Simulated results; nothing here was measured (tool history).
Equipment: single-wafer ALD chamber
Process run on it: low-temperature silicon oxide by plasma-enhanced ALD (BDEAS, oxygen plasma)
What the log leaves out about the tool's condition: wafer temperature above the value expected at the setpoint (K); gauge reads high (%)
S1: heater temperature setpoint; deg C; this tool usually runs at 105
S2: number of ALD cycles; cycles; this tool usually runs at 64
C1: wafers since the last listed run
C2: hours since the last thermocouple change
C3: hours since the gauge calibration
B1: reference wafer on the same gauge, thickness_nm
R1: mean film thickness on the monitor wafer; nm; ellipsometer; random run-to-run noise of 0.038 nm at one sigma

| run | hour | S1 | S2 | C1 | C2 | C3 | B1 | R1 |
|---|---|---|---|---|---|---|---|---|
| 1 | 0.0 | 105 | 64 | 0 | 1325.4 | 327.7 | 10.563 | 9.412 |
| 2 | 65.4 | 105 | 64 | 426 | 1390.8 | 393.1 | 10.555 | 9.391 |
| 3 | 94.4 | 105 | 64 | 189 | 1419.8 | 422.1 | 10.557 | 9.436 |
| 4 | 149.7 | 114 | 64 | 360 | 1475.1 | 477.4 | 10.556 | 9.220 |
| 5 | 176.9 | 114 | 64 | 177 | 1502.3 | 504.6 | 10.552 | 9.212 |
| 6 | 221.7 | 114 | 64 | 292 | 1547.1 | 549.4 | 10.555 | 9.224 |
| 7 | 266.4 | 105 | 64 | 291 | 1591.8 | 594.1 | 10.567 | 9.373 |
| 8 | 290.7 | 105 | 64 | 158 | 1616.1 | 618.4 | 10.556 | 9.407 |
| 9 | 342.0 | 105 | 64 | 334 | 1667.4 | 669.7 | 10.563 | 9.382 |
| 10 | 402.6 | 105 | 64 | 395 | 1728.0 | 730.3 | 10.558 | 9.375 |
| 11 | 446.0 | 111 | 64 | 282 | 1771.4 | 773.7 | 10.570 | 9.249 |
| 12 | 514.1 | 111 | 64 | 444 | 1839.5 | 841.8 | 10.558 | 9.264 |
| 13 | 542.1 | 111 | 64 | 182 | 1867.5 | 869.8 | 10.554 | 9.241 |
| 14 | 592.7 | 105 | 64 | 329 | 1918.1 | 920.4 | 10.566 | 9.377 |
|  | 665.8 | gauge calibrated |
| 15 | 737.5 | 105 | 64 | 944 | 2062.9 | 71.7 | 10.563 | 9.397 |
| 16 | 770.9 | 105 | 64 | 217 | 2096.3 | 105.1 | 10.564 | 9.322 |
| 17 | 842.1 | 105 | 64 | 464 | 2167.5 | 176.3 | 10.558 | 9.355 |
| 18 | 875.9 | 105 | 64 | 220 | 2201.3 | 210.1 | 10.562 | 9.425 |
| 19 | 902.6 | 105 | 64 | 174 | 2228.0 | 236.8 | 10.561 | 9.384 |
| 20 | 957.3 | 105 | 64 | 356 | 2282.7 | 291.5 | 10.557 | 9.392 |
| 21 | 995.8 | 105 | 64 | 251 | 2321.2 | 330.0 | 10.559 | 9.412 |
| 22 | 1026.3 | 117 | 64 | 198 | 2351.7 | 360.5 | 10.557 | 9.131 |
| 23 | 1058.0 | 105 | 64 | 206 | 2383.4 | 392.2 | 10.561 | 9.413 |
| 24 | 1101.3 | 99 | 57 | 282 | 2426.7 | 435.5 | 10.557 | 8.479 |
| 25 | 1135.4 | 117 | 54 | 222 | 2460.8 | 469.6 | 10.553 | 7.671 |
| 26 | 1170.4 | 120 | 53 | 228 | 2495.8 | 504.6 | 10.556 | 7.540 |
| 27 | 1232.9 | 116 | 74 | 407 | 2558.3 | 567.1 | 10.573 | 10.628 |
| 28 | 1282.2 | 105 | 64 | 321 | 2607.6 | 616.4 | 10.560 | 9.442 |
| 29 | 1311.2 | 105 | 64 | 189 | 2636.6 | 645.4 | 10.563 | 9.388 |
| 30 | 1376.3 | 105 | 67 | 424 | 2701.7 | 710.5 | 10.564 | 9.851 |
| 31 | 1402.9 | 105 | 64 | 173 | 2728.3 | 737.1 | 10.553 | 9.323 |
| 32 | 1427.5 | 105 | 64 | 160 | 2752.9 | 761.7 | 10.557 | 9.428 |
|  | 1583.7 | gauge calibrated |
| 33 | 1588.2 | 120 | 53 | 1047 | 2913.6 | 4.5 | 10.563 | 7.515 |
|  | 1647.9 | thermocouple changed; heater temperature recalibrated |
| 34 | 1648.4 | 105 | 64 | 340 | 0.5 | 64.7 | 10.559 | 9.392 |
| 35 | 1714.7 | 105 | 64 | 432 | 66.8 | 131.0 | 10.568 | 9.330 |
| 36 | 1741.4 | 116 | 72 | 174 | 93.5 | 157.7 | 10.556 | 10.354 |
| 37 | 1797.8 | 109 | 70 | 367 | 149.9 | 214.1 | 10.561 | 10.121 |
| 38 | 1846.2 | 92 | 70 | 315 | 198.3 | 262.5 | 10.553 | 10.608 |
| 39 | 1898.1 | 92 | 68 | 338 | 250.2 | 314.4 | 10.568 | 10.420 |
| 40 | 1969.1 | 116 | 76 | 462 | 321.2 | 385.4 | 10.561 | 10.952 |
| 41 | 2001.9 | 105 | 51 | 213 | 354.0 | 418.2 | 10.563 | 7.448 |
| 42 | 2044.0 | 99 | 56 | 274 | 396.1 | 460.3 | 10.560 | 8.294 |
| 43 | 2080.1 | 118 | 58 | 235 | 432.2 | 496.4 | 10.559 | 8.241 |
| 44 | 2117.6 | 105 | 68 | 244 | 469.7 | 533.9 | 10.549 | 9.910 |

Below are 5 alternative next runs, each starting from the tool's condition after run 44. Predict each:
| A | 2118.1 | 105 | 64 | 3 | 470.2 | 534.4 | ? | ? |
| B | 2118.1 | 97 | 53 | 3 | 470.2 | 534.4 | ? | ? |
| C | 2118.1 | 116 | 59 | 3 | 470.2 | 534.4 | ? | ? |
| D | 2118.1 | 96 | 75 | 3 | 470.2 | 534.4 | ? | ? |
| E | 2118.1 | 97 | 72 | 3 | 470.2 | 534.4 | ? | ? |

| run | B1 | R1 |
|---|---|---|
| A | 10.554 | 9.379 |
| B | 10.554 | 7.954 |
| C | 10.554 | 8.449 |
| D | 10.554 | 11.301 |
| E | 10.554 | 10.806 |
With the hidden condition removed and each run's random variation left untouched, the same runs would have given:
| run | R1 |
|---|---|
| A | 9.379 |
| B | 7.954 |
| C | 8.449 |
| D | 11.301 |
| E | 10.806 |

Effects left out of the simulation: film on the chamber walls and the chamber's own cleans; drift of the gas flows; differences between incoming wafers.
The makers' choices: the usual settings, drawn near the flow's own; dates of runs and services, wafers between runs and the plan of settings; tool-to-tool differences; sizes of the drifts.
